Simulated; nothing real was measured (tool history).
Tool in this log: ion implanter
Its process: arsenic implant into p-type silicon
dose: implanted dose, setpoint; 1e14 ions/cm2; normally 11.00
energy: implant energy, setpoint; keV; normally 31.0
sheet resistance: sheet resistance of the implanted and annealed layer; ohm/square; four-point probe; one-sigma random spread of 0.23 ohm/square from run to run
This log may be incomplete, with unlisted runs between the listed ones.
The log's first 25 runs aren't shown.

run	hour	dose	energy	wafers since the last listed run	hours since the last dose calibration	hours since the extraction supply was calibrated	hours since the gauge calibration	read-back reference wafer on the same gauge, sheet resistance	sheet resistance
26	320.8	11.00	31.0	310	82.8	148.8	367.7	117.93	103.87
27	329.1	11.00	24.0	186	91.1	157.1	376.0	118.09	109.01
# hour 333.4: gauge calibrated
28	341.4	13.09	25.5	276	103.4	169.4	8.0	118.02	98.60
29	356.5	8.99	31.0	340	118.5	184.5	23.1	117.98	118.46
30	372.9	10.07	26.0	369	134.9	200.9	39.5	118.01	113.00
31	382.0	12.45	25.0	204	144.0	210.0	48.6	118.02	101.29
32	392.5	9.49	37.0	236	154.5	220.5	59.1	117.97	110.92
33	400.8	11.00	34.0	186	162.8	228.8	67.4	117.98	102.34
34	411.5	11.00	23.5	240	173.5	239.5	78.1	117.97	109.16
35	424.6	11.00	31.0	295	186.6	252.6	91.2	117.96	103.80
36	436.2	11.00	36.0	261	198.2	264.2	102.8	118.10	101.13
37	449.5	11.00	31.0	299	211.5	277.5	116.1	118.03	104.17

4 ways to go on from here, each from the tool as it stands after run 37. What would each give?
A	449.9	11.00	31.0	9	211.9	277.9	116.5	?	?
B	449.9	13.05	27.0	9	211.9	277.9	116.5	?	?
C	449.9	9.70	34.0	9	211.9	277.9	116.5	?	?
D	449.9	11.90	25.0	9	211.9	277.9	116.5	?	?

run	read-back reference wafer on the same gauge, sheet resistance	sheet resistance
A	117.94	103.76
B	117.94	96.84
C	117.94	110.61
D	117.94	103.23
With no hidden state in the tool, these same runs would have given:
run	sheet resistance
A	103.76
B	96.84
C	110.61
D	103.23
